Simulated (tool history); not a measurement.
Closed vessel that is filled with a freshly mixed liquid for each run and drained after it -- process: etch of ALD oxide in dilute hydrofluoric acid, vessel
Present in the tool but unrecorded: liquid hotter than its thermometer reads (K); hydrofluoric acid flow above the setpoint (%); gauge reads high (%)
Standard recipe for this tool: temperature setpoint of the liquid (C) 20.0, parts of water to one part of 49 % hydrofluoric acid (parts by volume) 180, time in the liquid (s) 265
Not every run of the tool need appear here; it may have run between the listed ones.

run,hour,temperature setpoint of the liquid (C),parts of water to one part of 49 % hydrofluoric acid (parts by volume),time in the liquid (s),wafers since the last listed run,hours since the thermometer was replaced,hours since the hydrofluoric acid flow meter was replaced,hours since the gauge calibration,"read-back film thickness of the ALD oxide reference wafer, read on the same gauge (nm)",thickness taken off the ALD oxide on a monitor wafer (Å)
1,0.0,20.0,180,265,0,617.7,1021.5,488.8,150.00,164.8
2,106.3,20.0,180,265,7797,724.0,1127.8,595.1,150.02,165.8
3,182.7,20.0,180,265,5604,800.4,1204.2,671.5,149.98,166.2
4,232.5,20.0,180,265,3653,850.2,1254.0,721.3,149.94,167.5
5,326.9,20.0,180,265,6924,944.6,1348.4,815.7,150.00,166.3
# hour 430.3: hydrofluoric acid flow meter replaced
6,432.1,20.0,180,265,7643,1049.8,1.8,920.9,150.05,168.1
7,503.3,20.0,180,265,5222,1121.0,73.0,992.1,150.02,172.3
8,599.1,24.0,205,210,7027,1216.8,168.8,1087.9,149.97,135.5
# hour 605.2: gauge calibrated
9,663.6,20.0,180,150,4731,1281.3,233.3,58.4,149.95,97.6
10,704.3,20.0,255,315,2985,1322.0,274.0,99.1,150.03,134.0
# hour 912.6: thermometer replaced
11,961.1,17.0,180,315,18764,48.5,530.8,355.9,150.03,165.1
12,1059.6,23.5,205,265,7225,147.0,629.3,454.4,150.02,154.5
13,1150.9,20.0,180,120,6697,238.3,720.6,545.7,149.96,72.0
14,1212.1,20.0,180,265,4489,299.5,781.8,606.9,150.03,161.5

Branching from run 14: 5 alternative next runs. What would each branch give?
A,1212.8,20.0,230,265,51,300.2,782.5,607.6,?,?
B,1212.8,22.0,155,115,51,300.2,782.5,607.6,?,?
C,1212.8,22.0,180,265,51,300.2,782.5,607.6,?,?
D,1212.8,18.0,205,265,51,300.2,782.5,607.6,?,?
E,1212.8,20.0,135,265,51,300.2,782.5,607.6,?,?

run,"read-back film thickness of the ALD oxide reference wafer, read on the same gauge (nm)",thickness taken off the ALD oxide on a monitor wafer (Å)
A,149.97,121.1
B,149.97,90.9
C,149.97,175.6
D,149.97,128.9
E,149.97,227.3
Without the tool's unlogged condition, the same runs would have read:
run,thickness taken off the ALD oxide on a monitor wafer (Å)
A,118.3
B,88.7
C,171.5
D,125.8
E,221.6
